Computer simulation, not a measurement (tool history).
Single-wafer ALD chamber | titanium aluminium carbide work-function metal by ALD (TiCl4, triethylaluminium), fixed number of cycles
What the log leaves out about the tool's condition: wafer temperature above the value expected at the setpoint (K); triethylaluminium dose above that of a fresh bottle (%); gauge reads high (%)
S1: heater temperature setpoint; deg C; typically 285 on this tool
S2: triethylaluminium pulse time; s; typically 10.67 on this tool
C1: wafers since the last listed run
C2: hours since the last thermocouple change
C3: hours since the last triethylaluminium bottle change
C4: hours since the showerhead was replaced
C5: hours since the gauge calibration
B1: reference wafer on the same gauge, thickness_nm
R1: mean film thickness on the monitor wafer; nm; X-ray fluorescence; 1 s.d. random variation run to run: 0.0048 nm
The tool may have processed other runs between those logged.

Run 1, hour 0.0: usual settings but S1 277 deg C; C1 0; C2 1145.9; C3 1202.6; C4 3196.4; C5 688.3; B1 1.999. Result: R1 1.794 nm.
Run 2, hour 66.4: usual settings but S1 277 deg C; C1 719; C2 1212.3; C3 1269.0; C4 3262.8; C5 754.7; B1 1.999. Result: R1 1.782 nm.
Run 3, hour 124.1: usual settings; C1 625; C2 1270.0; C3 1326.7; C4 3320.5; C5 812.4; B1 2.001. Result: R1 1.862 nm.
Run 4, hour 186.5: usual settings; C1 676; C2 1332.4; C3 1389.1; C4 3382.9; C5 874.8; B1 1.999. Result: R1 1.862 nm.
Run 5, hour 232.5: usual settings; C1 498; C2 1378.4; C3 1435.1; C4 3428.9; C5 920.8; B1 2.000. Result: R1 1.864 nm.
Run 6, hour 279.5: usual settings; C1 509; C2 1425.4; C3 1482.1; C4 3475.9; C5 967.8; B1 1.999. Result: R1 1.859 nm.
Run 7, hour 344.3: usual settings; C1 702; C2 1490.2; C3 1546.9; C4 3540.7; C5 1032.6; B1 2.001. Result: R1 1.860 nm.
Run 8, hour 375.7: usual settings but S1 295 deg C; C1 340; C2 1521.6; C3 1578.3; C4 3572.1; C5 1064.0; B1 1.999. Result: R1 1.955 nm.
Run 9, hour 405.7: usual settings but S1 295 deg C; C1 325; C2 1551.6; C3 1608.3; C4 3602.1; C5 1094.0; B1 2.000. Result: R1 1.943 nm.
At hour 428.6: gauge calibrated.
At hour 492.3: thermocouple changed; heater temperature recalibrated.
Run 10, hour 593.2: usual settings but S1 295 deg C; C1 1946; C2 100.9; C3 1795.8; C4 3789.6; C5 164.6; B1 2.001. Result: R1 1.874 nm.
At hour 623.7: triethylaluminium bottle replaced.
Run 11, hour 638.0: usual settings; C1 399; C2 145.7; C3 14.3; C4 3834.4; C5 209.4; B1 1.998. Result: R1 1.848 nm.
Run 12, hour 674.9: usual settings; C1 400; C2 182.6; C3 51.2; C4 3871.3; C5 246.3; B1 2.000. Result: R1 1.846 nm.
Run 13, hour 735.3: usual settings; C1 654; C2 243.0; C3 111.6; C4 3931.7; C5 306.7; B1 2.000. Result: R1 1.850 nm.
Run 14, hour 789.5: usual settings; C1 587; C2 297.2; C3 165.8; C4 3985.9; C5 360.9; B1 2.000. Result: R1 1.848 nm.
Run 15, hour 828.9: usual settings; C1 427; C2 336.6; C3 205.2; C4 4025.3; C5 400.3; B1 2.001. Result: R1 1.849 nm.
Run 16, hour 874.1: usual settings but S1 296 deg C; C1 490; C2 381.8; C3 250.4; C4 4070.5; C5 445.5; B1 2.000. Result: R1 1.955 nm.
Run 17, hour 942.3: usual settings but S1 298 deg C, S2 14.89 s; C1 739; C2 450.0; C3 318.6; C4 4138.7; C5 513.7; B1 1.999. Result: R1 2.018 nm.
Run 18, hour 971.5: usual settings but S1 289 deg C, S2 7.11 s; C1 316; C2 479.2; C3 347.8; C4 4167.9; C5 542.9; B1 1.999. Result: R1 1.788 nm.
Run 19, hour 1034.2: usual settings but S1 299 deg C, S2 6.54 s; C1 679; C2 541.9; C3 410.5; C4 4230.6; C5 605.6; B1 2.001. Result: R1 1.862 nm.
Run 20, hour 1132.1: usual settings; C1 1061; C2 639.8; C3 508.4; C4 4328.5; C5 703.5; B1 2.001. Result: R1 1.856 nm.
Run 21, hour 1159.2: usual settings but S1 290 deg C, S2 13.03 s; C1 293; C2 666.9; C3 535.5; C4 4355.6; C5 730.6; B1 2.000. Result: R1 1.930 nm.
Run 22, hour 1223.0: usual settings but S1 290 deg C, S2 6.55 s; C1 691; C2 730.7; C3 599.3; C4 4419.4; C5 794.4; B1 1.998. Result: R1 1.770 nm.
Run 23, hour 1272.0: usual settings but S1 270 deg C, S2 6.75 s; C1 531; C2 779.7; C3 648.3; C4 4468.4; C5 843.4; B1 2.000. Result: R1 1.605 nm.
At hour 1281.7: gauge calibrated.
At hour 1320.4: showerhead replaced.
Run 24, hour 1332.7: usual settings but S1 293 deg C; C1 571; C2 840.4; C3 709.0; C4 12.3; C5 51.0; B1 1.999. Result: R1 1.942 nm.
Run 25, hour 1395.2: usual settings but S2 12.43 s; C1 677; C2 902.9; C3 771.5; C4 74.8; C5 113.5; B1 2.000. Result: R1 1.896 nm.
Run 26, hour 1438.8: usual settings but S1 272 deg C; C1 472; C2 946.5; C3 815.1; C4 118.4; C5 157.1; B1 1.999. Result: R1 1.733 nm.
Run 27, hour 1504.4: usual settings; C1 711; C2 1012.1; C3 880.7; C4 184.0; C5 222.7; B1 2.001. Result: R1 1.866 nm.
Run 28, hour 1532.0: usual settings but S1 290 deg C, S2 6.55 s; C1 299; C2 1039.7; C3 908.3; C4 211.6; C5 250.3; B1 1.999. Result: R1 1.774 nm.
Run 29, hour 1584.6: usual settings; C1 570; C2 1092.3; C3 960.9; C4 264.2; C5 302.9; B1 2.001. Result: R1 1.856 nm.
Run 30, hour 1643.3: usual settings; C1 636; C2 1151.0; C3 1019.6; C4 322.9; C5 361.6; B1 2.000. Result: R1 1.865 nm.
Run 31, hour 1689.2: usual settings but S1 274 deg C, S2 7.81 s; C1 497; C2 1196.9; C3 1065.5; C4 368.8; C5 407.5; B1 2.001. Result: R1 1.678 nm.
Run 32, hour 1717.0: usual settings but S1 298 deg C; C1 301; C2 1224.7; C3 1093.3; C4 396.6; C5 435.3; B1 2.001. Result: R1 1.991 nm.
Run 33, hour 1750.2: usual settings but S1 295 deg C; C1 359; C2 1257.9; C3 1126.5; C4 429.8; C5 468.5; B1 1.999. Result: R1 1.971 nm.
Run 34, hour 1815.4: usual settings but S1 272 deg C; C1 706; C2 1323.1; C3 1191.7; C4 495.0; C5 533.7; B1 2.000. Result: R1 1.735 nm.

Hidden state, per run?
gauge reads high (%): 0 across all the runs
H1: wafer temperature above the value expected at the setpoint (K)
H2: triethylaluminium dose above that of a fresh bottle (%)
run      H1      H2
  1    4.44   -12.1
  2    4.68   -13.3
  3    4.89   -14.5
  4    5.12   -15.8
  5    5.29   -16.8
  6    5.47   -17.8
  7    5.71   -19.4
  8    5.82   -20.1
  9    5.93   -20.8
 10  -0.287   -25.7
 11  -0.122  -0.436
 12  0.0142  -0.454
 13   0.237   -0.53
 14   0.437  -0.646
 15   0.582  -0.758
 16   0.749  -0.916
 17       1   -1.21
 18    1.11   -1.36
 19    1.34   -1.73
 20     1.7   -2.42
 21     1.8   -2.64
 22    2.03    -3.2
 23    2.22   -3.67
 24    2.44    -4.3
 25    2.67   -5.01
 26    2.83   -5.54
 27    3.07    -6.4
 28    3.17   -6.78
 29    3.37   -7.54
 30    3.58   -8.43
 31    3.75   -9.17
 32    3.86   -9.63
 33    3.98   -10.2
 34    4.22   -11.4
